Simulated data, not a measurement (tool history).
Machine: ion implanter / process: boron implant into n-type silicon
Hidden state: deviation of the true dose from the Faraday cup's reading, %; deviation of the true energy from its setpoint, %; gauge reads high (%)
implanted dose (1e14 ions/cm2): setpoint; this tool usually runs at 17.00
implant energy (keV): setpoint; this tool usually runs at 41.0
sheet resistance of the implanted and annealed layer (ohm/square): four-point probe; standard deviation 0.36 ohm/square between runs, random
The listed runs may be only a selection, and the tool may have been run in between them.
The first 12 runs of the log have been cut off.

run,hour,implanted dose (1e14 ions/cm2),implant energy (keV),wafers since the last listed run,hours since the last dose calibration,hours since the extraction supply was calibrated,hours since the gauge calibration,"read-back reference wafer on the same gauge, sheet resistance",sheet resistance of the implanted and annealed layer (ohm/square)
13,279.0,19.63,41.0,588,1583.6,77.0,586.3,78.26,59.11
14,314.1,19.63,41.0,853,1618.7,112.1,621.4,78.24,59.85
15,347.2,17.00,41.0,804,1651.8,145.2,654.5,78.19,67.32
16,366.7,17.00,30.5,474,1671.3,164.7,674.0,78.15,69.58
17,396.4,21.43,32.5,722,1701.0,194.4,703.7,78.15,57.34
18,423.6,19.08,31.0,661,1728.2,221.6,730.9,78.14,63.08
# hour 430.5: gauge calibrated
19,459.1,20.07,52.5,863,1763.7,257.1,28.6,78.26,57.44
20,476.3,13.36,36.0,418,1780.9,274.3,45.8,78.22,83.41
21,505.3,20.92,29.5,705,1809.9,303.3,74.8,78.17,58.74
# hour 533.6: Faraday cup replaced and dose calibrated
22,540.1,15.49,37.0,651,6.5,338.1,109.6,78.16,77.26
23,617.9,20.76,32.5,1891,84.3,415.9,187.4,78.21,60.17
24,646.7,14.70,41.0,700,113.1,444.7,216.2,78.29,79.63
25,659.0,17.00,41.0,299,125.4,457.0,228.5,78.11,69.89
26,692.1,17.00,41.0,804,158.5,490.1,261.6,78.23,69.65
27,713.4,13.99,41.0,517,179.8,511.4,282.9,78.12,82.50
28,747.1,19.63,41.0,819,213.5,545.1,316.6,78.10,61.01
29,779.3,17.00,41.0,782,245.7,577.3,348.8,78.21,69.06
30,802.7,14.40,46.5,568,269.1,600.7,372.2,78.19,79.66
31,837.1,17.00,41.0,836,303.5,635.1,406.6,78.23,69.58
32,865.8,12.43,53.5,697,332.2,663.8,435.3,78.22,89.02
33,890.5,18.54,36.5,600,356.9,688.5,460.0,78.13,64.46
34,910.4,17.00,36.5,483,376.8,708.4,479.9,78.20,70.45
35,943.2,17.00,41.0,797,409.6,741.2,512.7,78.12,69.12
36,960.3,12.61,30.5,415,426.7,758.3,529.8,78.22,91.71

Consider 5 possible next runs. They are alternatives, not a sequence: every one starts from the tool as it was left by run 36. What does each give?
A,960.7,17.00,41.0,9,427.1,758.7,530.2,?,?
B,960.7,19.08,27.0,9,427.1,758.7,530.2,?,?
C,960.7,14.52,32.5,9,427.1,758.7,530.2,?,?
D,960.7,21.95,41.0,9,427.1,758.7,530.2,?,?
E,960.7,18.47,34.5,9,427.1,758.7,530.2,?,?

run,"read-back reference wafer on the same gauge, sheet resistance",sheet resistance of the implanted and annealed layer (ohm/square)
A,78.18,68.40
B,78.18,65.04
C,78.18,80.14
D,78.18,54.99
E,78.18,64.72
Without the tool's unlogged condition, the same runs would have read:
run,sheet resistance of the implanted and annealed layer (ohm/square)
A,69.94
B,66.34
C,81.93
D,56.14
E,66.12
